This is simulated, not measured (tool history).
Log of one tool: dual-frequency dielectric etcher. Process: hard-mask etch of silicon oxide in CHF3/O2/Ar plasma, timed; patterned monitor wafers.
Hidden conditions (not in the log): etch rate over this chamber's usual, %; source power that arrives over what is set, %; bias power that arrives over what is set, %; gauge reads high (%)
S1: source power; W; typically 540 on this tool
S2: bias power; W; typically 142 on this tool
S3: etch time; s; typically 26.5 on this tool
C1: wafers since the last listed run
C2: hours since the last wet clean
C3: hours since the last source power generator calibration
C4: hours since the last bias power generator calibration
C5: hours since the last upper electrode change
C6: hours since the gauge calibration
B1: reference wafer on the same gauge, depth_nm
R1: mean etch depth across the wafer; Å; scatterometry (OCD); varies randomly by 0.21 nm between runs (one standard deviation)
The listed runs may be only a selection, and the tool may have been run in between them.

run	hour	S1	S2	S3	C1	C2	C3	C4	C5	C6	B1	R1
1	0	540	142	26.5	0	102.4	2535.9	3972.3	4377.9	40.3	39.51	411.3
2	52.8	540	142	26.5	978	155.2	2588.7	4025.1	4430.7	93.1	39.49	412.2
3	128.5	540	142	26.5	1402	230.9	2664.4	4100.8	4506.4	168.8	39.5	409.3
4	173.3	540	142	26.5	830	275.7	2709.2	4145.6	4551.2	213.6	39.56	407
5	210.8	540	142	26.5	694	313.2	2746.7	4183.1	4588.7	251.1	39.56	406.3
6	255.7	540	142	26.5	832	358.1	2791.6	4228	4633.6	296	39.52	405.6
7	324.3	540	142	26.5	1271	426.7	2860.2	4296.6	4702.2	364.6	39.5	404.1
# hour 368.7: source power generator calibrated
8	399.4	630	130	21.5	1317	501.8	30.7	4371.7	4777.3	439.7	39.56	341.1
# hour 418.2: bias power generator calibrated
# hour 465.3: wet clean of the chamber
9	470.1	660	175	19	791	4.8	101.4	51.9	4848	510.4	39.51	396.5
# hour 583.6: upper electrode replaced
10	584.1	410	120	26.5	1667	118.8	215.4	165.9	0.5	624.4	39.55	337.2
# hour 610.8: wet clean of the chamber, repeated, since the last time left the tool worse
# hour 621.8: gauge calibrated
11	653.6	500	110	26.5	843	42.8	284.9	235.4	70	31.8	39.47	343.8
12	722.2	410	110	32.5	1271	111.4	353.5	304	138.6	100.4	39.5	367.8
13	800.7	540	131	21.5	1454	189.9	432	382.5	217.1	178.9	39.5	318.4
14	900.3	540	142	26.5	1845	289.5	531.6	482.1	316.7	278.5	39.53	403.9
15	937.9	540	142	26.5	696	327.1	569.2	519.7	354.3	316.1	39.5	407.8

Exercise: give the hidden state of the tool at every run:
source power that arrives over what is set, %: 0, the same for each run
bias power that arrives over what is set, %: 0, the same for each run
gauge reads high (%): 0, the same for each run
H1: etch rate over this chamber's usual, %
run	H1
1	-1.17
2	-1.49
3	-1.94
4	-2.21
5	-2.43
6	-2.7
7	-3.11
8	-3.56
9	6.87
10	6.19
11	-0.583
12	-0.993
13	-1.46
14	-2.06
15	-2.28

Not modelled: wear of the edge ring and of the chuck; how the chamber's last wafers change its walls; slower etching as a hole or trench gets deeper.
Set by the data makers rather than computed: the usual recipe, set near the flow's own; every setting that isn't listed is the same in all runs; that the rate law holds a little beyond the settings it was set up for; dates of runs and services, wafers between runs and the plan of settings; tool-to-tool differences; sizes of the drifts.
